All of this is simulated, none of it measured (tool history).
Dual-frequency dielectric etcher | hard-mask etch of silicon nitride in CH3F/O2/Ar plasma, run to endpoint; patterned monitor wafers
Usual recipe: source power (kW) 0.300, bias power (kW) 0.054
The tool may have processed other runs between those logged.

| run | hour | source power (kW) | bias power (kW) | wafers since the last listed run | hours since the last wet clean | hours since the last source power generator calibration | hours since the last bias power generator calibration | hours since the last upper electrode change | incoming incoming film thickness, nm | endpoint time (s) |
|---|---|---|---|---|---|---|---|---|---|---|
| 1 | 0.0 | 0.300 | 0.054 | 0 | 24.1 | 205.7 | 2451.2 | 2412.9 | 52.2 | 108.0 |
| 2 | 102.9 | 0.320 | 0.054 | 1628 | 127.0 | 308.6 | 2554.1 | 2515.8 | 51.7 | 102.0 |
| 3 | 141.4 | 0.320 | 0.054 | 609 | 165.5 | 347.1 | 2592.6 | 2554.3 | 51.7 | 101.7 |
| 4 | 183.7 | 0.250 | 0.054 | 669 | 207.8 | 389.4 | 2634.9 | 2596.6 | 52.1 | 114.4 |
| 5 | 222.2 | 0.360 | 0.054 | 609 | 246.3 | 427.9 | 2673.4 | 2635.1 | 52.1 | 99.9 |
| 6 | 277.3 | 0.300 | 0.045 | 872 | 301.4 | 483.0 | 2728.5 | 2690.2 | 51.8 | 113.8 |
| 7 | 320.7 | 0.300 | 0.045 | 686 | 344.8 | 526.4 | 2771.9 | 2733.6 | 52.3 | 116.7 |
| 8 | 414.2 | 0.300 | 0.045 | 1480 | 438.3 | 619.9 | 2865.4 | 2827.1 | 51.9 | 116.7 |
| 9 | 468.8 | 0.300 | 0.054 | 864 | 492.9 | 674.5 | 2920.0 | 2881.7 | 52.0 | 108.0 |
| 10 | 513.6 | 0.300 | 0.054 | 709 | 537.7 | 719.3 | 2964.8 | 2926.5 | 51.8 | 105.7 |
| 11 | 570.4 | 0.300 | 0.054 | 899 | 594.5 | 776.1 | 3021.6 | 2983.3 | 51.8 | 107.8 |
|  | 622.0 | wet clean of the chamber |
| 12 | 662.7 | 0.380 | 0.054 | 1081 | 40.7 | 868.4 | 3113.9 | 3075.6 | 52.4 | 97.0 |
| 13 | 720.6 | 0.260 | 0.043 | 916 | 98.6 | 926.3 | 3171.8 | 3133.5 | 51.3 | 122.9 |
| 14 | 806.7 | 0.330 | 0.042 | 1362 | 184.7 | 1012.4 | 3257.9 | 3219.6 | 52.4 | 115.0 |
| 15 | 871.1 | 0.300 | 0.061 | 1019 | 249.1 | 1076.8 | 3322.3 | 3284.0 | 52.4 | 100.7 |
|  | 886.9 | bias power generator calibrated |
| 16 | 927.9 | 0.230 | 0.059 | 835 | 305.9 | 1133.6 | 41.0 | 3340.8 | 51.6 | 110.7 |
| 17 | 1010.6 | 0.330 | 0.050 | 1309 | 388.6 | 1216.3 | 123.7 | 3423.5 | 52.4 | 106.4 |
| 18 | 1073.3 | 0.260 | 0.048 | 992 | 451.3 | 1279.0 | 186.4 | 3486.2 | 51.2 | 115.3 |
| 19 | 1127.5 | 0.230 | 0.050 | 857 | 505.5 | 1333.2 | 240.6 | 3540.4 | 52.0 | 121.0 |
|  | 1152.0 | wet clean of the chamber |
|  | 1183.6 | source power generator calibrated |
|  | 1194.6 | upper electrode replaced |
| 20 | 1232.1 | 0.300 | 0.054 | 1039 | 80.1 | 48.5 | 345.2 | 37.5 | 52.1 | 105.2 |
| 21 | 1333.1 | 0.300 | 0.054 | 1598 | 181.1 | 149.5 | 446.2 | 138.5 | 51.7 | 105.1 |
| 22 | 1438.3 | 0.300 | 0.059 | 1665 | 286.3 | 254.7 | 551.4 | 243.7 | 52.3 | 102.7 |

Expected results for the next run?
| 23 | 1515.6 | 0.350 | 0.065 | 1223 | 363.6 | 332.0 | 628.7 | 321.0 | 52.2 | ? |

Run 23 came out at endpoint time (s) 93.1.
With no hidden state in the tool, this same run would have given endpoint time (s) 93.1.
